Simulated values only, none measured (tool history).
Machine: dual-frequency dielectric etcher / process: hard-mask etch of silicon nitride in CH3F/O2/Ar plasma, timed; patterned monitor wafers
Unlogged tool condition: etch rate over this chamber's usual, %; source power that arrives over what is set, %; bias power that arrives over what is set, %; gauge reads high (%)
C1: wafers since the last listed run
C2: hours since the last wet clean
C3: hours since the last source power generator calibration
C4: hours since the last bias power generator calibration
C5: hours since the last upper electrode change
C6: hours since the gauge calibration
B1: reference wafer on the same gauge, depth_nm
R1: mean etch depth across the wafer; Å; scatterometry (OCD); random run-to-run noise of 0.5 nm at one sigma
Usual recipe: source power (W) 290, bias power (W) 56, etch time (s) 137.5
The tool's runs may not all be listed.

{"run": 1, "day": 0.0, "source power (W)": 290, "bias power (W)": 56, "etch time (s)": 137.5, "C1": 0, "C2": 76.8, "C3": 4164.7, "C4": 1297.7, "C5": 1659.7, "C6": 1436.5, "B1": 91.1, "R1": 729}
{"run": 2, "day": 3.583, "source power (W)": 290, "bias power (W)": 56, "etch time (s)": 137.5, "C1": 837, "C2": 162.8, "C3": 4250.7, "C4": 1383.7, "C5": 1745.7, "C6": 1522.5, "B1": 90.9, "R1": 721}
{"run": 3, "day": 5.279, "source power (W)": 290, "bias power (W)": 56, "etch time (s)": 137.5, "C1": 396, "C2": 203.5, "C3": 4291.4, "C4": 1424.4, "C5": 1786.4, "C6": 1563.2, "B1": 90.9, "R1": 725}
{"run": 4, "day": 9.267, "source power (W)": 290, "bias power (W)": 56, "etch time (s)": 137.5, "C1": 932, "C2": 299.2, "C3": 4387.1, "C4": 1520.1, "C5": 1882.1, "C6": 1658.9, "B1": 90.8, "R1": 726}
{"day": 10.325, "done": "wet clean of the chamber, repeated, since the last time left the tool worse"}
{"run": 5, "day": 12.146, "source power (W)": 290, "bias power (W)": 56, "etch time (s)": 137.5, "C1": 439, "C2": 43.7, "C3": 4456.2, "C4": 1589.2, "C5": 1951.2, "C6": 1728.0, "B1": 91.1, "R1": 778}
{"run": 6, "day": 14.229, "source power (W)": 290, "bias power (W)": 56, "etch time (s)": 137.5, "C1": 487, "C2": 93.7, "C3": 4506.2, "C4": 1639.2, "C5": 2001.2, "C6": 1778.0, "B1": 90.8, "R1": 767}
{"day": 15.696, "done": "bias power generator calibrated"}
{"run": 7, "day": 16.425, "source power (W)": 290, "bias power (W)": 56, "etch time (s)": 137.5, "C1": 474, "C2": 146.4, "C3": 4558.9, "C4": 17.5, "C5": 2053.9, "C6": 1830.7, "B1": 90.8, "R1": 768}
{"run": 8, "day": 18.296, "source power (W)": 290, "bias power (W)": 56, "etch time (s)": 137.5, "C1": 437, "C2": 191.3, "C3": 4603.8, "C4": 62.4, "C5": 2098.8, "C6": 1875.6, "B1": 90.8, "R1": 759}
{"run": 9, "day": 20.058, "source power (W)": 290, "bias power (W)": 56, "etch time (s)": 137.5, "C1": 412, "C2": 233.6, "C3": 4646.1, "C4": 104.7, "C5": 2141.1, "C6": 1917.9, "B1": 90.7, "R1": 763}
{"run": 10, "day": 23.546, "source power (W)": 290, "bias power (W)": 56, "etch time (s)": 137.5, "C1": 815, "C2": 317.3, "C3": 4729.8, "C4": 188.4, "C5": 2224.8, "C6": 2001.6, "B1": 91.0, "R1": 759}
{"run": 11, "day": 26.979, "source power (W)": 290, "bias power (W)": 56, "etch time (s)": 137.5, "C1": 802, "C2": 399.7, "C3": 4812.2, "C4": 270.8, "C5": 2307.2, "C6": 2084.0, "B1": 90.8, "R1": 760}
{"day": 28.988, "done": "wet clean of the chamber"}
{"run": 12, "day": 29.008, "source power (W)": 310, "bias power (W)": 51, "etch time (s)": 127.0, "C1": 240, "C2": 0.5, "C3": 4860.9, "C4": 319.5, "C5": 2355.9, "C6": 2132.7, "B1": 90.9, "R1": 711}
{"run": 13, "day": 33.075, "source power (W)": 290, "bias power (W)": 44, "etch time (s)": 115.5, "C1": 950, "C2": 98.1, "C3": 4958.5, "C4": 417.1, "C5": 2453.5, "C6": 2230.3, "B1": 91.0, "R1": 593}
{"run": 14, "day": 34.721, "source power (W)": 290, "bias power (W)": 50, "etch time (s)": 137.5, "C1": 384, "C2": 137.6, "C3": 4998.0, "C4": 456.6, "C5": 2493.0, "C6": 2269.8, "B1": 90.9, "R1": 740}
{"run": 15, "day": 38.838, "source power (W)": 290, "bias power (W)": 56, "etch time (s)": 137.5, "C1": 962, "C2": 236.4, "C3": 5096.8, "C4": 555.4, "C5": 2591.8, "C6": 2368.6, "B1": 91.0, "R1": 759}
{"day": 39.988, "done": "upper electrode replaced"}
{"run": 16, "day": 42.888, "source power (W)": 250, "bias power (W)": 46, "etch time (s)": 98.5, "C1": 713, "C2": 333.6, "C3": 5194.0, "C4": 652.6, "C5": 69.6, "C6": 2465.8, "B1": 90.8, "R1": 486}
{"run": 17, "day": 47.062, "source power (W)": 270, "bias power (W)": 56, "etch time (s)": 137.5, "C1": 976, "C2": 433.8, "C3": 5294.2, "C4": 752.8, "C5": 169.8, "C6": 2566.0, "B1": 90.9, "R1": 729}
{"day": 50.829, "done": "wet clean of the chamber"}
{"run": 18, "day": 51.108, "source power (W)": 290, "bias power (W)": 56, "etch time (s)": 137.5, "C1": 712, "C2": 6.7, "C3": 5391.3, "C4": 849.9, "C5": 266.9, "C6": 2663.1, "B1": 90.9, "R1": 770}
{"run": 19, "day": 52.638, "source power (W)": 290, "bias power (W)": 56, "etch time (s)": 97.0, "C1": 357, "C2": 43.4, "C3": 5428.0, "C4": 886.6, "C5": 303.6, "C6": 2699.8, "B1": 90.9, "R1": 537}
{"day": 55.404, "done": "gauge calibrated"}
{"day": 55.562, "done": "source power generator calibrated"}
{"run": 20, "day": 55.929, "source power (W)": 290, "bias power (W)": 60, "etch time (s)": 108.0, "C1": 730, "C2": 122.4, "C3": 8.8, "C4": 965.6, "C5": 382.6, "C6": 12.6, "B1": 90.9, "R1": 607}
{"run": 21, "day": 59.133, "source power (W)": 240, "bias power (W)": 50, "etch time (s)": 160.5, "C1": 749, "C2": 199.3, "C3": 85.7, "C4": 1042.5, "C5": 459.5, "C6": 89.5, "B1": 90.9, "R1": 807}
{"run": 22, "day": 61.571, "source power (W)": 290, "bias power (W)": 49, "etch time (s)": 174.0, "C1": 569, "C2": 257.8, "C3": 144.2, "C4": 1101.0, "C5": 518.0, "C6": 148.0, "B1": 90.9, "R1": 919}
{"run": 23, "day": 66.021, "source power (W)": 260, "bias power (W)": 60, "etch time (s)": 151.0, "C1": 1040, "C2": 364.6, "C3": 251.0, "C4": 1207.8, "C5": 624.8, "C6": 254.8, "B1": 90.8, "R1": 817}
{"day": 69.95, "done": "wet clean of the chamber"}
{"run": 24, "day": 69.971, "source power (W)": 290, "bias power (W)": 51, "etch time (s)": 137.5, "C1": 689, "C2": 0.5, "C3": 345.8, "C4": 1302.6, "C5": 719.6, "C6": 349.6, "B1": 90.9, "R1": 747}
{"run": 25, "day": 73.725, "source power (W)": 350, "bias power (W)": 56, "etch time (s)": 116.0, "C1": 877, "C2": 90.6, "C3": 435.9, "C4": 1392.7, "C5": 809.7, "C6": 439.7, "B1": 90.7, "R1": 694}
{"run": 26, "day": 76.846, "source power (W)": 290, "bias power (W)": 56, "etch time (s)": 137.5, "C1": 729, "C2": 165.5, "C3": 510.8, "C4": 1467.6, "C5": 884.6, "C6": 514.6, "B1": 90.7, "R1": 757}
{"run": 27, "day": 80.792, "source power (W)": 290, "bias power (W)": 45, "etch time (s)": 105.5, "C1": 922, "C2": 260.2, "C3": 605.5, "C4": 1562.3, "C5": 979.3, "C6": 609.3, "B1": 91.1, "R1": 550}
{"run": 28, "day": 82.412, "source power (W)": 350, "bias power (W)": 43, "etch time (s)": 108.5, "C1": 379, "C2": 299.1, "C3": 644.4, "C4": 1601.2, "C5": 1018.2, "C6": 648.2, "B1": 90.9, "R1": 595}
{"run": 29, "day": 85.308, "source power (W)": 290, "bias power (W)": 64, "etch time (s)": 120.0, "C1": 677, "C2": 368.6, "C3": 713.9, "C4": 1670.7, "C5": 1087.7, "C6": 717.7, "B1": 91.1, "R1": 679}

Here are 5 independent what-if runs from the current tool condition. What would each one return?
{"run": "A", "day": 85.329, "source power (W)": 290, "bias power (W)": 56, "etch time (s)": 137.5, "C1": 4, "C2": 369.1, "C3": 714.4, "C4": 1671.2, "C5": 1088.2, "C6": 718.2, "B1": "?", "R1": "?"}
{"run": "B", "day": 85.329, "source power (W)": 260, "bias power (W)": 61, "etch time (s)": 122.5, "C1": 4, "C2": 369.1, "C3": 714.4, "C4": 1671.2, "C5": 1088.2, "C6": 718.2, "B1": "?", "R1": "?"}
{"run": "C", "day": 85.329, "source power (W)": 230, "bias power (W)": 56, "etch time (s)": 137.5, "C1": 4, "C2": 369.1, "C3": 714.4, "C4": 1671.2, "C5": 1088.2, "C6": 718.2, "B1": "?", "R1": "?"}
{"run": "D", "day": 85.329, "source power (W)": 260, "bias power (W)": 56, "etch time (s)": 124.5, "C1": 4, "C2": 369.1, "C3": 714.4, "C4": 1671.2, "C5": 1088.2, "C6": 718.2, "B1": "?", "R1": "?"}
{"run": "E", "day": 85.329, "source power (W)": 240, "bias power (W)": 46, "etch time (s)": 149.5, "C1": 4, "C2": 369.1, "C3": 714.4, "C4": 1671.2, "C5": 1088.2, "C6": 718.2, "B1": "?", "R1": "?"}

run=A B1=91.1 R1=756
run=B B1=91.1 R1=663
run=C B1=91.1 R1=694
run=D B1=91.1 R1=658
run=E B1=91.1 R1=728
With no hidden state in the tool, these same runs would have given:
run=A R1=776
run=B R1=680
run=C R1=712
run=D R1=674
run=E R1=747
